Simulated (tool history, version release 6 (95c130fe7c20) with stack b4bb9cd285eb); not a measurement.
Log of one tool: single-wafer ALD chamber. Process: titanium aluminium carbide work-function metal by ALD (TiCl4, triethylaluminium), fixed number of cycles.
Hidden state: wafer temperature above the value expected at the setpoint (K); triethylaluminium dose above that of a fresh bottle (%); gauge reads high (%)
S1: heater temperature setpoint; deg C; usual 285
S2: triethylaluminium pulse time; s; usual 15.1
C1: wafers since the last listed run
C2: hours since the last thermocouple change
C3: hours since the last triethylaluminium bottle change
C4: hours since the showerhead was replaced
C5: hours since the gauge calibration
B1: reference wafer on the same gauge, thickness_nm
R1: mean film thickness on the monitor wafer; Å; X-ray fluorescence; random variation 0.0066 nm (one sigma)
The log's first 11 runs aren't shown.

run 12 day=16.6 | S1=285 S2=15.1 | C1=188 C2=1145.1 C3=822.2 C4=3784.5 C5=1292.7 | B1=1.55 | R1=18.22
run 13 day=18.258 | S1=285 S2=15.1 | C1=288 C2=1184.9 C3=862 C4=3824.3 C5=1332.5 | B1=1.55 | R1=18.14
run 14 day=20.817 | S1=285 S2=15.1 | C1=445 C2=1246.3 C3=923.4 C4=3885.7 C5=1393.9 | B1=1.55 | R1=18.16
run 15 day=21.829 | S1=285 S2=15.1 | C1=176 C2=1270.6 C3=947.7 C4=3910 C5=1418.2 | B1=1.55 | R1=18.15
run 16 day=24.775 | S1=281 S2=9.68 | C1=513 C2=1341.3 C3=1018.4 C4=3980.7 C5=1488.9 | B1=1.55 | R1=16.12
run 17 day=25.954 | S1=296 S2=15.1 | C1=205 C2=1369.6 C3=1046.7 C4=4009 C5=1517.2 | B1=1.551 | R1=18.97
-- day=27.446 triethylaluminium bottle replaced
-- day=28.617 gauge calibrated
run 18 day=28.742 | S1=290 S2=17.17 | C1=427 C2=1436.5 C3=31.1 C4=4075.9 C5=3 | B1=1.551 | R1=18.9
run 19 day=29.992 | S1=295 S2=19.48 | C1=217 C2=1466.5 C3=61.1 C4=4105.9 C5=33 | B1=1.55 | R1=19.32
-- day=32.571 showerhead replaced
run 20 day=32.688 | S1=285 S2=15.1 | C1=411 C2=1531.2 C3=125.8 C4=2.8 C5=97.7 | B1=1.551 | R1=18.26
run 21 day=34.121 | S1=292 S2=19.43 | C1=249 C2=1565.6 C3=160.2 C4=37.2 C5=132.1 | B1=1.55 | R1=19.05
-- day=35.746 thermocouple changed; heater temperature recalibrated
run 22 day=36.892 | S1=275 S2=19.38 | C1=424 C2=27.5 C3=226.7 C4=103.7 C5=198.6 | B1=1.55 | R1=18.03
run 23 day=38.821 | S1=271 S2=19.91 | C1=336 C2=73.8 C3=273 C4=150 C5=244.9 | B1=1.55 | R1=17.63
run 24 day=41.417 | S1=285 S2=20.39 | C1=452 C2=136.1 C3=335.3 C4=212.3 C5=307.2 | B1=1.55 | R1=18.93
run 25 day=42.917 | S1=271 S2=15.1 | C1=261 C2=172.1 C3=371.3 C4=248.3 C5=343.2 | B1=1.55 | R1=17.44
run 26 day=44.604 | S1=293 S2=15.1 | C1=293 C2=212.6 C3=411.8 C4=288.8 C5=383.7 | B1=1.55 | R1=19.54
run 27 day=46.208 | S1=272 S2=12.7 | C1=279 C2=251.1 C3=450.3 C4=327.3 C5=422.2 | B1=1.55 | R1=17.46
run 28 day=47.642 | S1=281 S2=9.68 | C1=249 C2=285.5 C3=484.7 C4=361.7 C5=456.6 | B1=1.549 | R1=17.53
run 29 day=48.983 | S1=297 S2=11.1 | C1=233 C2=317.7 C3=516.9 C4=393.9 C5=488.8 | B1=1.549 | R1=19.42
run 30 day=51.038 | S1=285 S2=15.1 | C1=357 C2=367 C3=566.2 C4=443.2 C5=538.1 | B1=1.55 | R1=18.72

4 ways to go on from here, each from the tool as it stands after run 30. What would each give?
run A day=51.054 | S1=285 S2=15.1 | C1=2 C2=367.4 C3=566.6 C4=443.6 C5=538.5 | B1=? | R1=?
run B day=51.054 | S1=285 S2=20.23 | C1=2 C2=367.4 C3=566.6 C4=443.6 C5=538.5 | B1=? | R1=?
run C day=51.054 | S1=277 S2=12.99 | C1=2 C2=367.4 C3=566.6 C4=443.6 C5=538.5 | B1=? | R1=?
run D day=51.054 | S1=299 S2=20.33 | C1=2 C2=367.4 C3=566.6 C4=443.6 C5=538.5 | B1=? | R1=?

run=A B1=1.548 R1=18.73
run=B B1=1.548 R1=18.88
run=C B1=1.548 R1=17.78
run=D B1=1.548 R1=20.28
Without the tool's hidden state the same runs would have given:
run=A R1=18.92
run=B R1=19.01
run=C R1=18.02
run=D R1=20.41

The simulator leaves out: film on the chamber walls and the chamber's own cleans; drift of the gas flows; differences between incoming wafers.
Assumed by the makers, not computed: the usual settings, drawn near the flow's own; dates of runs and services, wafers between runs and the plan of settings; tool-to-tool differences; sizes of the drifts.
